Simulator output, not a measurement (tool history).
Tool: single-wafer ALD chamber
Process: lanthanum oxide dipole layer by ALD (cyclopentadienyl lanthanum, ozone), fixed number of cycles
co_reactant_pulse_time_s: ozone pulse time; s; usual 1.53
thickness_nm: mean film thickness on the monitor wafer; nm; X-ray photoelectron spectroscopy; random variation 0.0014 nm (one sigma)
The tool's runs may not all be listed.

| run | day | co_reactant_pulse_time_s | read-back reference wafer on the same gauge, thickness_nm | thickness_nm |
|---|---|---|---|---|
| 1 | 0 | 1.2 | 0.646 | 0.433 |
| 2 | 0.821 | 1.2 | 0.646 | 0.434 |
| 3 | 2.088 | 1.2 | 0.646 | 0.433 |
| 4 | 3.242 | 1.53 | 0.646 | 0.492 |
| 5 | 4.708 | 1.77 | 0.646 | 0.52 |
| 6 | 5.962 | 1.77 | 0.646 | 0.518 |
| 7 | 7.212 | 1.77 | 0.646 | 0.52 |
| 8 | 8.125 | 1.86 | 0.646 | 0.524 |
| 9 | 8.717 | 1.53 | 0.646 | 0.492 |
| 10 | 10.217 | 1.53 | 0.646 | 0.489 |
| 11 | 11.279 | 1.53 | 0.646 | 0.489 |
| 12 | 12.775 | 1.7 | 0.646 | 0.51 |
| 13 | 13.346 | 1.53 | 0.646 | 0.487 |
|  | 13.812 | thermocouple changed; heater temperature recalibrated |
| 14 | 14.404 | 1.15 | 0.645 | 0.415 |
| 15 | 15.442 | 1.53 | 0.646 | 0.49 |
| 16 | 16.162 | 1.01 | 0.646 | 0.37 |
| 17 | 16.688 | 1.53 | 0.646 | 0.488 |
|  | 17.367 | showerhead replaced |
| 18 | 17.592 | 1.29 | 0.646 | 0.447 |
| 19 | 18.392 | 1.24 | 0.646 | 0.436 |
| 20 | 19.421 | 1.33 | 0.646 | 0.454 |
|  | 20.225 | ozone generator serviced |
| 21 | 20.5 | 1.53 | 0.646 | 0.542 |
| 22 | 21.575 | 2 | 0.646 | 0.56 |
|  | 22.008 | gauge calibrated |
| 23 | 22.312 | 2.11 | 0.646 | 0.562 |
| 24 | 23.075 | 1.53 | 0.646 | 0.536 |
| 25 | 24.421 | 1.77 | 0.646 | 0.552 |
| 26 | 25.333 | 1.03 | 0.645 | 0.45 |
| 27 | 26.367 | 0.92 | 0.646 | 0.412 |
| 28 | 27.738 | 1.31 | 0.646 | 0.507 |
| 29 | 28.775 | 2.02 | 0.647 | 0.559 |
| 30 | 29.475 | 1.53 | 0.646 | 0.531 |

Forecast each of these 3 alternatives for the next run:
| A | 29.492 | 1.53 | ? | ? |
| B | 29.492 | 2.13 | ? | ? |
| C | 29.492 | 1.36 | ? | ? |

| run | read-back reference wafer on the same gauge, thickness_nm | thickness_nm |
|---|---|---|
| A | 0.646 | 0.533 |
| B | 0.646 | 0.562 |
| C | 0.646 | 0.514 |
Without the tool's hidden state the same runs would have given:
| run | thickness_nm |
|---|---|
| A | 0.544 |
| B | 0.566 |
| C | 0.529 |

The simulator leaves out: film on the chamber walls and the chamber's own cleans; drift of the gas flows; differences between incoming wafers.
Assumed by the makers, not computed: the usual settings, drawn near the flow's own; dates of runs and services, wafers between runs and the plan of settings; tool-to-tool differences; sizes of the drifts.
